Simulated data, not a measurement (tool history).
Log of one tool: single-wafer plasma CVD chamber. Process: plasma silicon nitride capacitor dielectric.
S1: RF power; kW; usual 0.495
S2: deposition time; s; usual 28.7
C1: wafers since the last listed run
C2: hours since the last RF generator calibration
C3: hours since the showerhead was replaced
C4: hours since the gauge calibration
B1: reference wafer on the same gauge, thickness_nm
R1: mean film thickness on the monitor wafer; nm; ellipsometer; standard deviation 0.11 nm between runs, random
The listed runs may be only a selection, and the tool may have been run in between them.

run,hour,S1,S2,C1,C2,C3,C4,B1,R1
1,0,0.495,28.7,0,173.7,5035.6,390.7,38.295,40.385
2,48.6,0.495,28.7,1142,222.3,5084.2,439.3,38.305,40.5
3,96.5,0.495,28.7,1125,270.2,5132.1,487.2,38.28,40.441
4,196.4,0.425,25.7,2348,370.1,5232,587.1,38.3,35.242
5,257.2,0.495,28.7,1429,430.9,5292.8,647.9,38.29,40.299
6,315.8,0.495,28.7,1377,489.5,5351.4,706.5,38.298,40.445
7,362,0.495,28.7,1085,535.7,5397.6,752.7,38.306,40.227
8,449.5,0.495,28.7,2056,623.2,5485.1,840.2,38.309,40.299
9,535.5,0.495,28.7,2021,709.2,5571.1,926.2,38.281,40.063
10,618.6,0.495,28.7,1953,792.3,5654.2,1009.3,38.288,40.216
# hour 666.2: showerhead replaced
11,920.8,0.41,31.8,6914,1094.5,254.6,1311.5,38.298,43.27
# hour 965.3: RF generator calibrated
12,984.8,0.495,28.7,1316,19.5,318.6,1375.5,38.312,40.339
13,1051.5,0.59,28.7,1567,86.2,385.3,1442.2,38.306,41.623
# hour 1099.9: gauge calibrated
14,1106.1,0.495,28.7,1283,140.8,439.9,6.2,38.305,40.325
15,1193.9,0.495,24.7,2063,228.6,527.7,94,38.303,34.893
16,1285.9,0.59,34.4,2162,320.6,619.7,186,38.296,49.728
17,1346.6,0.465,24.5,1426,381.3,680.4,246.7,38.288,34.136
18,1409.9,0.435,31.9,1487,444.6,743.7,310,38.304,44.064
19,1468,0.495,25.2,1365,502.7,801.8,368.1,38.315,35.485
20,1517.6,0.56,23,1165,552.3,851.4,417.7,38.295,33.11

What the log doesn't show, run by run:
gauge reads high (%): 0 across all the runs
H1: delivered RF power above the setpoint (%)
run,H1
1,-1.35
2,-1.65
3,-1.95
4,-2.56
5,-2.94
6,-3.3
7,-3.59
8,-4.13
9,-4.66
10,-5.18
11,-7.05
12,-0.48
13,-0.892
14,-1.23
15,-1.77
16,-2.34
17,-2.72
18,-3.11
19,-3.47
20,-3.78

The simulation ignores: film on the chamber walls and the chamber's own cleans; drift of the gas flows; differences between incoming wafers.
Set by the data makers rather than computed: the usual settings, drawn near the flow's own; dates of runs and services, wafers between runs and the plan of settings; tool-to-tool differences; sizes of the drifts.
